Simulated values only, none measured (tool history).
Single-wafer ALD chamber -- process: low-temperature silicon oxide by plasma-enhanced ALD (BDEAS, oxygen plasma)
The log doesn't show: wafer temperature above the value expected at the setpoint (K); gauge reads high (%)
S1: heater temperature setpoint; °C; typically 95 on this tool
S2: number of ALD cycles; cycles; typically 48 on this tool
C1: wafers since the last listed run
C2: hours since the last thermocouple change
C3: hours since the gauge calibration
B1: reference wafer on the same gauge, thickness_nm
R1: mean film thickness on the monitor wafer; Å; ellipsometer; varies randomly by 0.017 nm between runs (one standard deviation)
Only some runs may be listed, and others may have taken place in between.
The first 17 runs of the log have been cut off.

run,day,S1,S2,C1,C2,C3,B1,R1
18,31.979,95,48,311,2148.4,936.5,6.8,68.61
19,34.196,95,56,307,2201.6,989.7,6.797,79.66
20,35.571,83,55,191,2234.6,1022.7,6.798,81.85
21,36.9,100,45,184,2266.5,1054.6,6.8,63.18
22,38.288,105,54,192,2299.8,1087.9,6.797,74.35
23,40.692,100,41,333,2357.5,1145.6,6.8,57.54
24,42.138,95,48,200,2392.2,1180.3,6.792,68.46
25,44.908,88,53,384,2458.7,1246.8,6.801,77.72
26,46.112,95,48,167,2487.6,1275.7,6.805,68.89
27,47.192,105,42,149,2513.5,1301.6,6.798,58.25
# day 48.321: gauge calibrated
28,49.004,101,52,251,2557,16.4,6.793,73.18
# day 50.375: thermocouple changed; heater temperature recalibrated
29,51.392,106,48,285,24.4,73.7,6.805,65.13
30,52.708,95,48,182,56,105.3,6.796,67
31,53.825,80,48,155,82.8,132.1,6.8,70.67
32,56.754,82,56,406,153.1,202.4,6.798,81.66
33,57.9,82,39,159,180.6,229.9,6.795,57.31
34,59.529,95,48,226,219.7,269,6.798,67.09
35,61.108,95,48,219,257.6,306.9,6.799,67.11
36,62.671,103,39,217,295.1,344.4,6.798,53.31
37,65.871,95,48,444,371.9,421.2,6.8,67.11
38,67.583,104,39,237,413,462.3,6.79,53.11

Predict each of these 5 candidate next runs independently; none follows another, all start after run 38:
A,67.604,81,48,2,413.5,462.8,?,?
B,67.604,82,55,2,413.5,462.8,?,?
C,67.604,90,42,2,413.5,462.8,?,?
D,67.604,110,42,2,413.5,462.8,?,?
E,67.604,101,57,2,413.5,462.8,?,?

run,B1,R1
A,6.798,70.57
B,6.798,80.58
C,6.798,59.84
D,6.798,56.63
E,6.798,78.16
Without the tool's unlogged condition, the same runs would have read:
run,R1
A,70.51
B,80.52
C,59.78
D,56.61
E,78.12
